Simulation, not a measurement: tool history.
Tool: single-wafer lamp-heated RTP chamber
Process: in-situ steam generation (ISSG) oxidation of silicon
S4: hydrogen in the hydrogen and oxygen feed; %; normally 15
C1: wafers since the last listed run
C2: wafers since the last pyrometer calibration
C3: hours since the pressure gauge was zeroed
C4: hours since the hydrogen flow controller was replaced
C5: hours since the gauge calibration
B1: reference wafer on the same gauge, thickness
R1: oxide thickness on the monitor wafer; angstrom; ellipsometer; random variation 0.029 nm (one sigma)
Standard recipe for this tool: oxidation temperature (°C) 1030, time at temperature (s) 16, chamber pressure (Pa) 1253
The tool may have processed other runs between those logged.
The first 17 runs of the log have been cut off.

{"run": 18, "hour": 844.9, "oxidation temperature (°C)": 1030, "time at temperature (s)": 16, "chamber pressure (Pa)": 1160, "S4": 11, "C1": 264, "C2": 2071, "C3": 323.4, "C4": 250.5, "C5": 1190.1, "B1": 4.591, "R1": 47.86}
{"hour": 860.4, "done": "gauge calibrated"}
{"run": 19, "hour": 908.1, "oxidation temperature (°C)": 1030, "time at temperature (s)": 14, "chamber pressure (Pa)": 1253, "S4": 15, "C1": 564, "C2": 2635, "C3": 386.6, "C4": 313.7, "C5": 47.7, "B1": 4.581, "R1": 48.06}
{"run": 20, "hour": 934.5, "oxidation temperature (°C)": 1021, "time at temperature (s)": 10, "chamber pressure (Pa)": 1360, "S4": 15, "C1": 235, "C2": 2871, "C3": 413, "C4": 340.1, "C5": 74.1, "B1": 4.573, "R1": 38.11}
{"run": 21, "hour": 963.6, "oxidation temperature (°C)": 1049, "time at temperature (s)": 16, "chamber pressure (Pa)": 1253, "S4": 22, "C1": 260, "C2": 3131, "C3": 442.1, "C4": 369.2, "C5": 103.2, "B1": 4.577, "R1": 61.05}
{"hour": 1007.6, "done": "pyrometer window cleaned and pyrometer calibrated"}
{"run": 22, "hour": 1008.1, "oxidation temperature (°C)": 1030, "time at temperature (s)": 22, "chamber pressure (Pa)": 1253, "S4": 15, "C1": 326, "C2": 4, "C3": 486.6, "C4": 413.7, "C5": 147.7, "B1": 4.581, "R1": 57.78}
{"run": 23, "hour": 1038.7, "oxidation temperature (°C)": 1049, "time at temperature (s)": 22, "chamber pressure (Pa)": 1253, "S4": 15, "C1": 273, "C2": 277, "C3": 517.2, "C4": 444.3, "C5": 178.3, "B1": 4.583, "R1": 64.64}
{"run": 24, "hour": 1076.3, "oxidation temperature (°C)": 1030, "time at temperature (s)": 16, "chamber pressure (Pa)": 1253, "S4": 23, "C1": 336, "C2": 613, "C3": 554.8, "C4": 481.9, "C5": 215.9, "B1": 4.58, "R1": 55.07}
{"run": 25, "hour": 1129.9, "oxidation temperature (°C)": 1030, "time at temperature (s)": 16, "chamber pressure (Pa)": 1253, "S4": 15, "C1": 478, "C2": 1092, "C3": 608.4, "C4": 535.5, "C5": 269.5, "B1": 4.581, "R1": 50.23}
{"run": 26, "hour": 1166.2, "oxidation temperature (°C)": 1021, "time at temperature (s)": 20, "chamber pressure (Pa)": 1347, "S4": 12, "C1": 324, "C2": 1416, "C3": 644.7, "C4": 571.8, "C5": 305.8, "B1": 4.57, "R1": 51.34}
{"run": 27, "hour": 1206.7, "oxidation temperature (°C)": 1030, "time at temperature (s)": 16, "chamber pressure (Pa)": 1253, "S4": 23, "C1": 361, "C2": 1778, "C3": 685.2, "C4": 612.3, "C5": 346.3, "B1": 4.581, "R1": 55.56}
{"run": 28, "hour": 1236.3, "oxidation temperature (°C)": 1043, "time at temperature (s)": 12, "chamber pressure (Pa)": 1253, "S4": 15, "C1": 264, "C2": 2043, "C3": 714.8, "C4": 641.9, "C5": 375.9, "B1": 4.577, "R1": 46.32}
{"run": 29, "hour": 1262.5, "oxidation temperature (°C)": 1030, "time at temperature (s)": 16, "chamber pressure (Pa)": 1253, "S4": 15, "C1": 234, "C2": 2277, "C3": 741, "C4": 668.1, "C5": 402.1, "B1": 4.58, "R1": 50.9}
{"run": 30, "hour": 1321.8, "oxidation temperature (°C)": 1030, "time at temperature (s)": 16, "chamber pressure (Pa)": 1253, "S4": 15, "C1": 529, "C2": 2807, "C3": 800.3, "C4": 727.4, "C5": 461.4, "B1": 4.577, "R1": 50.69}
{"hour": 1391.4, "done": "pyrometer window cleaned and pyrometer calibrated"}
{"run": 31, "hour": 1393.3, "oxidation temperature (°C)": 1047, "time at temperature (s)": 13, "chamber pressure (Pa)": 1360, "S4": 11, "C1": 567, "C2": 16, "C3": 871.8, "C4": 798.9, "C5": 532.9, "B1": 4.585, "R1": 45}

Branching from run 31: 4 alternative next runs. What would each branch give?
{"run": "A", "hour": 1393.7, "oxidation temperature (°C)": 1030, "time at temperature (s)": 16, "chamber pressure (Pa)": 1333, "S4": 15, "C1": 3, "C2": 20, "C3": 872.2, "C4": 799.3, "C5": 533.3, "B1": "?", "R1": "?"}
{"run": "B", "hour": 1393.7, "oxidation temperature (°C)": 1030, "time at temperature (s)": 16, "chamber pressure (Pa)": 1360, "S4": 21, "C1": 3, "C2": 20, "C3": 872.2, "C4": 799.3, "C5": 533.3, "B1": "?", "R1": "?"}
{"run": "C", "hour": 1393.7, "oxidation temperature (°C)": 1030, "time at temperature (s)": 20, "chamber pressure (Pa)": 1253, "S4": 15, "C1": 3, "C2": 20, "C3": 872.2, "C4": 799.3, "C5": 533.3, "B1": "?", "R1": "?"}
{"run": "D", "hour": 1393.7, "oxidation temperature (°C)": 1030, "time at temperature (s)": 16, "chamber pressure (Pa)": 1360, "S4": 24, "C1": 3, "C2": 20, "C3": 872.2, "C4": 799.3, "C5": 533.3, "B1": "?", "R1": "?"}

run=A B1=4.592 R1=49.01
run=B B1=4.592 R1=52.5
run=C B1=4.592 R1=55.32
run=D B1=4.592 R1=54.07
Take away the tool's hidden state, keep each run's random variation, and the runs would have read:
run=A R1=48.98
run=B R1=52.47
run=C R1=55.28
run=D R1=54.03
